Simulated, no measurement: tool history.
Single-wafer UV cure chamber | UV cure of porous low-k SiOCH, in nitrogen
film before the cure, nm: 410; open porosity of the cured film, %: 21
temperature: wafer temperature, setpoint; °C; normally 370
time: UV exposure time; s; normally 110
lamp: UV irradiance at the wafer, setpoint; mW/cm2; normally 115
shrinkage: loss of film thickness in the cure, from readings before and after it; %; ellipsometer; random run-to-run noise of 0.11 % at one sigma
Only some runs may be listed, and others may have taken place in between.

run,hour,temperature,time,lamp,wafers since the last listed run,hours since the UV bulbs were replaced,wafers since the quartz window was cleaned,shrinkage
1,0.0,358,110,115,0,863.5,387,7.188
2,62.7,358,110,115,227,926.2,615,7.128
3,91.3,359,110,115,103,954.8,718,7.108
4,119.5,370,110,115,102,983.0,821,7.424
# hour 180.0: UV bulbs replaced
5,187.5,370,110,115,217,7.5,1038,8.126
6,254.8,370,110,115,244,74.8,1282,7.855
7,298.7,370,110,115,159,118.7,1441,7.716
8,328.1,370,110,115,106,148.1,1548,7.535
9,385.0,370,110,115,206,205.0,1754,7.607
# hour 446.4: quartz window cleaned
10,451.9,370,110,115,213,271.9,19,7.350
11,494.1,370,110,115,153,314.1,172,7.525
12,549.8,370,110,115,201,369.8,374,7.563
13,590.6,370,110,115,147,410.6,522,7.523
14,654.1,370,110,115,230,474.1,753,7.348
15,709.3,370,110,115,200,529.3,953,7.444
16,758.9,370,110,115,179,578.9,1133,7.435
17,825.3,370,110,133,240,645.3,1373,7.809
18,889.1,370,110,133,231,709.1,1605,7.818
19,950.6,370,110,115,222,770.6,1828,7.289
# hour 965.5: quartz window cleaned
20,1105.8,370,110,115,533,925.8,508,7.327
21,1152.1,370,110,115,167,972.1,676,7.251
# hour 1167.9: UV bulbs replaced
22,1346.5,370,110,115,675,178.6,1352,7.639
23,1414.4,370,110,115,246,246.5,1598,7.673
24,1444.7,370,110,137,109,276.8,1708,8.366
25,1472.3,370,45,135,100,304.4,1808,4.727
26,1503.9,370,110,115,114,336.0,1923,7.471
# hour 1528.8: quartz window cleaned
27,1535.3,362,85,145,84,367.4,23,7.370
28,1593.9,359,45,94,212,426.0,235,3.526
29,1645.1,383,110,140,185,477.2,421,8.359
30,1686.7,370,135,100,150,518.8,572,7.401
31,1723.6,354,55,115,133,555.7,706,4.652
32,1775.8,370,110,115,189,607.9,895,7.325
33,1804.9,384,50,99,105,637.0,1000,4.127
34,1863.9,384,110,115,213,696.0,1214,7.393
35,1890.7,370,110,80,97,722.8,1312,5.682
36,1945.2,370,130,98,197,777.3,1509,7.299
# hour 2091.4: quartz window cleaned
# hour 2092.1: UV bulbs replaced
37,2142.8,370,110,115,685,50.7,183,7.755
38,2179.4,379,85,115,132,87.3,316,7.035
39,2212.9,370,110,115,121,120.8,438,7.740
40,2263.3,370,110,115,182,171.2,620,7.641
41,2330.6,370,110,115,244,238.5,864,7.679
42,2363.5,382,110,129,119,271.4,984,8.295
43,2423.1,370,145,79,216,331.0,1200,7.107
44,2463.9,370,110,115,147,371.8,1348,7.593
45,2521.5,370,110,115,208,429.4,1556,7.418
46,2573.4,389,110,105,188,481.3,1745,7.358
47,2625.0,389,110,105,187,532.9,1932,7.465
# hour 2694.3: quartz window cleaned
48,2694.8,370,110,92,224,602.7,1,6.596
49,2729.7,370,110,115,126,637.6,128,7.163

Below are 3 alternative next runs, each starting from the tool's condition after run 49. Predict each:
A,2730.2,370,110,115,1,638.1,130,?
B,2730.2,357,55,151,1,638.1,130,?
C,2730.2,370,55,115,1,638.1,130,?

run,shrinkage
A,7.565
B,5.714
C,4.945
The same runs, with their run-to-run variation unchanged, on a tool lacking any hidden condition would have given:
run,shrinkage
A,8.272
B,6.361
C,5.552
